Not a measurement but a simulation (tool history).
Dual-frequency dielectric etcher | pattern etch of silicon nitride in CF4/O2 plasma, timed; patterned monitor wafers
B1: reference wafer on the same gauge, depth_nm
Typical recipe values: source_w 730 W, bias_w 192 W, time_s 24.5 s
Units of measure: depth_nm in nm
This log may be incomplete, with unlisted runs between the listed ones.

Run 1, hour 0.0: usual settings; B1 70.3. Result: depth_nm 76.0 nm.
Run 2, hour 35.4: usual settings; B1 70.2. Result: depth_nm 76.6 nm.
Run 3, hour 60.3: usual settings; B1 70.2. Result: depth_nm 76.6 nm.
Run 4, hour 79.9: usual settings but bias_w 223 W; B1 70.1. Result: depth_nm 82.3 nm.
Run 5, hour 113.9: usual settings but source_w 870 W, bias_w 227 W, time_s 17.0 s; B1 70.4. Result: depth_nm 64.5 nm.
Run 6, hour 140.2: usual settings but source_w 850 W, bias_w 149 W, time_s 21.0 s; B1 70.3. Result: depth_nm 64.4 nm.
Run 7, hour 166.4: usual settings but bias_w 237 W, time_s 28.5 s; B1 70.2. Result: depth_nm 98.9 nm.
Run 8, hour 189.5: usual settings but source_w 660 W, time_s 30.5 s; B1 70.3. Result: depth_nm 90.0 nm.
Run 9, hour 219.7: usual settings but source_w 830 W, bias_w 234 W, time_s 20.0 s; B1 70.2. Result: depth_nm 75.3 nm.
Run 10, hour 250.3: usual settings but source_w 810 W, bias_w 176 W, time_s 22.5 s; B1 70.3. Result: depth_nm 72.9 nm.
Run 11, hour 276.5: usual settings but source_w 820 W, bias_w 174 W; B1 70.4. Result: depth_nm 75.7 nm.
Run 12, hour 292.7: usual settings; B1 70.3. Result: depth_nm 74.2 nm.
Run 13, hour 342.2: usual settings but source_w 900 W; B1 70.4. Result: depth_nm 84.8 nm.
Run 14, hour 351.1: usual settings but source_w 660 W; B1 70.3. Result: depth_nm 70.3 nm.
Run 15, hour 368.5: usual settings but source_w 870 W, bias_w 223 W, time_s 21.5 s; B1 70.4. Result: depth_nm 78.6 nm.
Run 16, hour 400.4: usual settings but time_s 29.5 s; B1 70.4. Result: depth_nm 89.5 nm.
Run 17, hour 431.3: usual settings; B1 70.2. Result: depth_nm 74.3 nm.
Run 18, hour 466.4: usual settings; B1 70.3. Result: depth_nm 75.0 nm.
Run 19, hour 494.9: usual settings but source_w 870 W, bias_w 169 W, time_s 26.5 s; B1 70.3. Result: depth_nm 85.1 nm.
Run 20, hour 523.6: usual settings; B1 70.3. Result: depth_nm 74.9 nm.
Run 21, hour 545.5: usual settings but source_w 840 W, bias_w 209 W, time_s 30.0 s; B1 70.4. Result: depth_nm 105.0 nm.
Run 22, hour 565.6: usual settings but source_w 680 W, bias_w 221 W, time_s 21.5 s; B1 70.4. Result: depth_nm 68.4 nm.
Run 23, hour 579.6: usual settings but source_w 560 W, time_s 27.0 s; B1 70.3. Result: depth_nm 71.4 nm.
Run 24, hour 598.1: usual settings but bias_w 155 W; B1 70.4. Result: depth_nm 68.7 nm.
Run 25, hour 613.7: usual settings but bias_w 162 W, time_s 20.5 s; B1 70.4. Result: depth_nm 58.7 nm.
Run 26, hour 640.3: usual settings but bias_w 159 W, time_s 17.5 s; B1 70.4. Result: depth_nm 49.5 nm.
Run 27, hour 670.7: usual settings but source_w 560 W, bias_w 175 W, time_s 18.5 s; B1 70.2. Result: depth_nm 47.5 nm.
Run 28, hour 687.5: usual settings but source_w 900 W, bias_w 231 W, time_s 31.0 s; B1 70.2. Result: depth_nm 120.7 nm.
Run 29, hour 719.5: usual settings but source_w 910 W, bias_w 233 W; B1 70.3. Result: depth_nm 96.4 nm.

Withheld: 4 entries from between the runs. Position of each, and hidden state at the listed run before versus the listed run after:
After run 6, before run 7: gauge calibrated (hour 149.2)
  etch rate over this chamber's usual, %: 4.39 -> 4.6
  measured less the result without the state, depth_nm: +2.7 -> +4.3 nm
After run 10, before run 11: wet clean of the chamber (hour 276.0)
  etch rate over this chamber's usual, %: 5.26 -> 0.299
  measured less the result without the state, depth_nm: +3.7 -> +0.2 nm
After run 12, before run 13: upper electrode replaced (hour 341.7)
  etch rate over this chamber's usual, %: 0.427 -> 0.818
  measured less the result without the state, depth_nm: +0.3 -> +0.7 nm
After run 15, before run 16: bias power generator calibrated (hour 399.6)
  etch rate over this chamber's usual, %: 1.03 -> 1.28
  measured less the result without the state, depth_nm: +0.8 -> +1.1 nm
